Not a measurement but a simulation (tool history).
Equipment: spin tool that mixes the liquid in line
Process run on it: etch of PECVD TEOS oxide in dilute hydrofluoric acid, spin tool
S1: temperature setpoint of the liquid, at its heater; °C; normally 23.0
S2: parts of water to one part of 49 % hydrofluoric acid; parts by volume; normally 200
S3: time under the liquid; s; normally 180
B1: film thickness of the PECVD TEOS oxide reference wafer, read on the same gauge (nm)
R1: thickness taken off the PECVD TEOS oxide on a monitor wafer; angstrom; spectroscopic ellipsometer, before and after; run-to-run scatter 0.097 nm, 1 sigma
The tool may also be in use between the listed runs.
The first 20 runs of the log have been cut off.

At hour 226.9: gauge calibrated.
At hour 235.5: hydrofluoric acid flow meter replaced.
Run 21, hour 243.1: usual settings; B1 119.99. Result: R1 106.7 angstrom.
Run 22, hour 257.4: usual settings but S2 175 parts by volume; B1 120.00. Result: R1 126.8 angstrom.
Run 23, hour 263.5: usual settings but S1 20.0 °C, S3 215 s; B1 120.04. Result: R1 113.4 angstrom.
Run 24, hour 272.9: usual settings but S1 19.0 °C, S2 225 parts by volume, S3 240 s; B1 120.01. Result: R1 105.7 angstrom.
Run 25, hour 280.7: usual settings but S1 21.0 °C, S2 150 parts by volume; B1 120.00. Result: R1 137.4 angstrom.
Run 26, hour 296.4: usual settings but S1 21.0 °C, S2 170 parts by volume, S3 230 s; B1 120.00. Result: R1 153.1 angstrom.
Run 27, hour 312.0: usual settings but S3 245 s; B1 119.98. Result: R1 145.0 angstrom.
Run 28, hour 320.6: usual settings; B1 120.01. Result: R1 105.9 angstrom.
Run 29, hour 327.7: usual settings but S1 21.5 °C, S2 255 parts by volume, S3 75 s; B1 120.01. Result: R1 31.2 angstrom.
Run 30, hour 343.7: usual settings; B1 120.01. Result: R1 106.3 angstrom.
Run 31, hour 359.3: usual settings; B1 120.04. Result: R1 107.9 angstrom.
Run 32, hour 373.9: usual settings but S1 24.5 °C, S3 255 s; B1 120.01. Result: R1 160.3 angstrom.
Run 33, hour 382.6: usual settings but S1 24.5 °C, S2 270 parts by volume, S3 220 s; B1 120.01. Result: R1 95.1 angstrom.
Run 34, hour 399.5: usual settings but S3 275 s; B1 119.99. Result: R1 162.5 angstrom.

Branching from run 34: 3 alternative next runs. What would each branch give?
Run A, hour 400.0: usual settings; B1 ?. Result: R1 ?.
Run B, hour 400.0: usual settings but S1 20.5 °C; B1 ?. Result: R1 ?.
Run C, hour 400.0: usual settings but S1 21.5 °C, S2 150 parts by volume, S3 240 s; B1 ?. Result: R1 ?.

run      B1     R1
  A  120.01  107.0
  B  120.01   97.3
  C  120.01  189.4
With the hidden condition removed and each run's random variation left untouched, the same runs would have given:
run     R1
  A  107.0
  B   97.3
  C  189.4

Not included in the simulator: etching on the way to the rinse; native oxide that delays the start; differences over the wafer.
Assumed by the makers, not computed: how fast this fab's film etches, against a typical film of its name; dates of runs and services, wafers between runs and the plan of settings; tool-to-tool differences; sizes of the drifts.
